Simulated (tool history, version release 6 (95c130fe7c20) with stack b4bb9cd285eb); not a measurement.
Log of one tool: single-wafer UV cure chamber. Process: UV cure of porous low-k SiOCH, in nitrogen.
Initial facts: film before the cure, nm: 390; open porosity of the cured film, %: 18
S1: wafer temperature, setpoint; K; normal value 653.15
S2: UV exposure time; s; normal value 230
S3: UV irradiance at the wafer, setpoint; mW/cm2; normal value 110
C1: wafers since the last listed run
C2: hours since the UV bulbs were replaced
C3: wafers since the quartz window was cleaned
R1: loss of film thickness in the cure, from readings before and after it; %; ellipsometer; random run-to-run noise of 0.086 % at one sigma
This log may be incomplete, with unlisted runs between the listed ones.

{"run": 1, "hour": 0.0, "S1": 644.15, "S2": 325, "S3": 110, "C1": 0, "C2": 917.2, "C3": 2516, "R1": 10.764}
{"run": 2, "hour": 32.3, "S1": 644.15, "S2": 325, "S3": 110, "C1": 251, "C2": 949.5, "C3": 2768, "R1": 10.939}
{"run": 3, "hour": 57.1, "S1": 653.15, "S2": 230, "S3": 110, "C1": 193, "C2": 974.3, "C3": 2961, "R1": 9.571}
{"run": 4, "hour": 83.4, "S1": 653.15, "S2": 230, "S3": 110, "C1": 204, "C2": 1000.6, "C3": 3166, "R1": 9.56}
{"run": 5, "hour": 105.5, "S1": 653.15, "S2": 230, "S3": 110, "C1": 172, "C2": 1022.7, "C3": 3338, "R1": 9.581}
{"run": 6, "hour": 127.1, "S1": 653.15, "S2": 230, "S3": 100, "C1": 168, "C2": 1044.3, "C3": 3506, "R1": 9.176}
{"run": 7, "hour": 150.6, "S1": 653.15, "S2": 230, "S3": 100, "C1": 183, "C2": 1067.8, "C3": 3689, "R1": 9.192}
{"hour": 179.9, "done": "UV bulbs replaced"}
{"run": 8, "hour": 180.4, "S1": 659.15, "S2": 95, "S3": 110, "C1": 169, "C2": 0.5, "C3": 3859, "R1": 6.264}
{"run": 9, "hour": 193.8, "S1": 653.15, "S2": 230, "S3": 110, "C1": 104, "C2": 13.9, "C3": 3964, "R1": 9.492}
{"hour": 206.1, "done": "quartz window cleaned"}
{"run": 10, "hour": 216.1, "S1": 653.15, "S2": 320, "S3": 89, "C1": 111, "C2": 36.2, "C3": 77, "R1": 10.962}
{"run": 11, "hour": 234.1, "S1": 661.15, "S2": 105, "S3": 71, "C1": 140, "C2": 54.2, "C3": 218, "R1": 5.672}
{"run": 12, "hour": 258.7, "S1": 653.15, "S2": 100, "S3": 76, "C1": 191, "C2": 78.8, "C3": 409, "R1": 5.594}
{"run": 13, "hour": 275.9, "S1": 653.15, "S2": 230, "S3": 97, "C1": 134, "C2": 96, "C3": 543, "R1": 9.677}
{"run": 14, "hour": 290.4, "S1": 663.15, "S2": 305, "S3": 92, "C1": 112, "C2": 110.5, "C3": 656, "R1": 10.686}

4 options for the next run, each taken on its own from the tool as it stands now. Forecast them:
{"run": "A", "hour": 290.9, "S1": 642.15, "S2": 230, "S3": 110, "C1": 3, "C2": 111, "C3": 660, "R1": "?"}
{"run": "B", "hour": 290.9, "S1": 661.15, "S2": 100, "S3": 137, "C1": 3, "C2": 111, "C3": 660, "R1": "?"}
{"run": "C", "hour": 290.9, "S1": 663.15, "S2": 350, "S3": 147, "C1": 3, "C2": 111, "C3": 660, "R1": "?"}
{"run": "D", "hour": 290.9, "S1": 653.15, "S2": 275, "S3": 130, "C1": 3, "C2": 111, "C3": 660, "R1": "?"}

run=A R1=9.857
run=B R1=7.729
run=C R1=13.268
run=D R1=11.502
With the hidden condition removed and each run's random variation left untouched, the same runs would have given:
run=A R1=10.258
run=B R1=8.105
run=C R1=13.7
run=D R1=11.922
